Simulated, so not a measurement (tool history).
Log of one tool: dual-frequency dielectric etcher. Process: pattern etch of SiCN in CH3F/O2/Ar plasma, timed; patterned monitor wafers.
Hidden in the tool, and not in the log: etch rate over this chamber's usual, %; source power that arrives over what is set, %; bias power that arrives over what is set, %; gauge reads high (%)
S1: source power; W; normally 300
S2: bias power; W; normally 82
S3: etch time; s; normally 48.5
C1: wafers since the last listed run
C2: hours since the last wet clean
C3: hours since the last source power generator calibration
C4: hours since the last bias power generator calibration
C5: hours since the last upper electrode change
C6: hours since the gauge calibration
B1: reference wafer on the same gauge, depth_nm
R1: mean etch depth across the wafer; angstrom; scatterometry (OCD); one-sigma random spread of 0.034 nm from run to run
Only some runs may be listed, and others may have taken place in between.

run 1 day=0.000 | S1=300 S2=82 S3=52.0 | C1=0 C2=299.5 C3=1701.0 C4=2128.4 C5=2036.6 C6=205.9 | B1=16.30 | R1=165.3
run 2 day=1.396 | S1=300 S2=82 S3=52.0 | C1=374 C2=333.0 C3=1734.5 C4=2161.9 C5=2070.1 C6=239.4 | B1=16.30 | R1=165.4
run 3 day=2.342 | S1=300 S2=82 S3=52.0 | C1=254 C2=355.7 C3=1757.2 C4=2184.6 C5=2092.8 C6=262.1 | B1=16.29 | R1=165.2
run 4 day=3.446 | S1=300 S2=82 S3=48.5 | C1=296 C2=382.2 C3=1783.7 C4=2211.1 C5=2119.3 C6=288.6 | B1=16.30 | R1=153.0
run 5 day=4.712 | S1=300 S2=82 S3=48.5 | C1=340 C2=412.6 C3=1814.1 C4=2241.5 C5=2149.7 C6=319.0 | B1=16.28 | R1=152.5
run 6 day=5.921 | S1=300 S2=82 S3=48.5 | C1=324 C2=441.6 C3=1843.1 C4=2270.5 C5=2178.7 C6=348.0 | B1=16.29 | R1=152.4
run 7 day=7.267 | S1=300 S2=82 S3=48.5 | C1=361 C2=473.9 C3=1875.4 C4=2302.8 C5=2211.0 C6=380.3 | B1=16.30 | R1=152.0
-- day=8.642 wet clean of the chamber
-- day=8.712 source power generator calibrated
run 8 day=8.733 | S1=300 S2=82 S3=48.5 | C1=106 C2=2.2 C3=0.5 C4=2338.0 C5=2246.2 C6=415.5 | B1=16.29 | R1=163.7
run 9 day=9.329 | S1=340 S2=82 S3=48.5 | C1=160 C2=16.5 C3=14.8 C4=2352.3 C5=2260.5 C6=429.8 | B1=16.30 | R1=175.2
-- day=10.021 gauge calibrated
run 10 day=10.417 | S1=340 S2=82 S3=48.5 | C1=292 C2=42.6 C3=40.9 C4=2378.4 C5=2286.6 C6=9.5 | B1=16.29 | R1=175.4
run 11 day=11.779 | S1=230 S2=72 S3=48.5 | C1=366 C2=75.3 C3=73.6 C4=2411.1 C5=2319.3 C6=42.2 | B1=16.29 | R1=131.3
run 12 day=12.958 | S1=300 S2=82 S3=48.5 | C1=316 C2=103.6 C3=101.9 C4=2439.4 C5=2347.6 C6=70.5 | B1=16.30 | R1=162.2
run 13 day=14.433 | S1=360 S2=91 S3=62.0 | C1=396 C2=139.0 C3=137.3 C4=2474.8 C5=2383.0 C6=105.9 | B1=16.29 | R1=235.6
-- day=15.942 bias power generator calibrated
run 14 day=15.962 | S1=300 S2=82 S3=48.5 | C1=366 C2=175.7 C3=174.0 C4=0.5 C5=2419.7 C6=142.6 | B1=16.30 | R1=160.8
run 15 day=16.842 | S1=280 S2=82 S3=35.0 | C1=236 C2=196.8 C3=195.1 C4=21.6 C5=2440.8 C6=163.7 | B1=16.30 | R1=111.6
-- day=19.188 upper electrode replaced
run 16 day=19.208 | S1=370 S2=82 S3=48.5 | C1=367 C2=253.6 C3=251.9 C4=78.4 C5=0.5 C6=220.5 | B1=16.29 | R1=180.2
run 17 day=19.221 | S1=300 S2=102 S3=48.5 | C1=3 C2=253.9 C3=252.2 C4=78.7 C5=0.8 C6=220.8 | B1=16.31 | R1=170.8
run 18 day=22.304 | S1=340 S2=77 S3=48.5 | C1=828 C2=327.9 C3=326.2 C4=152.7 C5=74.8 C6=294.8 | B1=16.30 | R1=168.2
run 19 day=23.088 | S1=330 S2=88 S3=63.0 | C1=210 C2=346.7 C3=345.0 C4=171.5 C5=93.6 C6=313.6 | B1=16.30 | R1=224.1
run 20 day=23.588 | S1=370 S2=88 S3=48.5 | C1=134 C2=358.7 C3=357.0 C4=183.5 C5=105.6 C6=325.6 | B1=16.30 | R1=183.0
run 21 day=24.592 | S1=330 S2=74 S3=38.5 | C1=269 C2=382.8 C3=381.1 C4=207.6 C5=129.7 C6=349.7 | B1=16.29 | R1=129.3

Each row is a separate what-if for the run after 21, all from the same tool condition, not one after another. Results?
run A day=24.608 | S1=300 S2=82 S3=48.5 | C1=4 C2=383.2 C3=381.5 C4=208.0 C5=130.1 C6=350.1 | B1=? | R1=?
run B day=24.608 | S1=230 S2=94 S3=40.0 | C1=4 C2=383.2 C3=381.5 C4=208.0 C5=130.1 C6=350.1 | B1=? | R1=?
run C day=24.608 | S1=300 S2=82 S3=44.5 | C1=4 C2=383.2 C3=381.5 C4=208.0 C5=130.1 C6=350.1 | B1=? | R1=?
run D day=24.608 | S1=360 S2=66 S3=42.5 | C1=4 C2=383.2 C3=381.5 C4=208.0 C5=130.1 C6=350.1 | B1=? | R1=?
run E day=24.608 | S1=250 S2=97 S3=56.0 | C1=4 C2=383.2 C3=381.5 C4=208.0 C5=130.1 C6=350.1 | B1=? | R1=?

run=A B1=16.30 R1=158.5
run=B B1=16.30 R1=115.0
run=C B1=16.30 R1=145.5
run=D B1=16.30 R1=144.7
run=E B1=16.30 R1=172.2
With the hidden condition removed and each run's random variation left untouched, the same runs would have given:
run=A R1=161.5
run=B R1=117.1
run=C R1=148.2
run=D R1=147.4
run=E R1=175.4

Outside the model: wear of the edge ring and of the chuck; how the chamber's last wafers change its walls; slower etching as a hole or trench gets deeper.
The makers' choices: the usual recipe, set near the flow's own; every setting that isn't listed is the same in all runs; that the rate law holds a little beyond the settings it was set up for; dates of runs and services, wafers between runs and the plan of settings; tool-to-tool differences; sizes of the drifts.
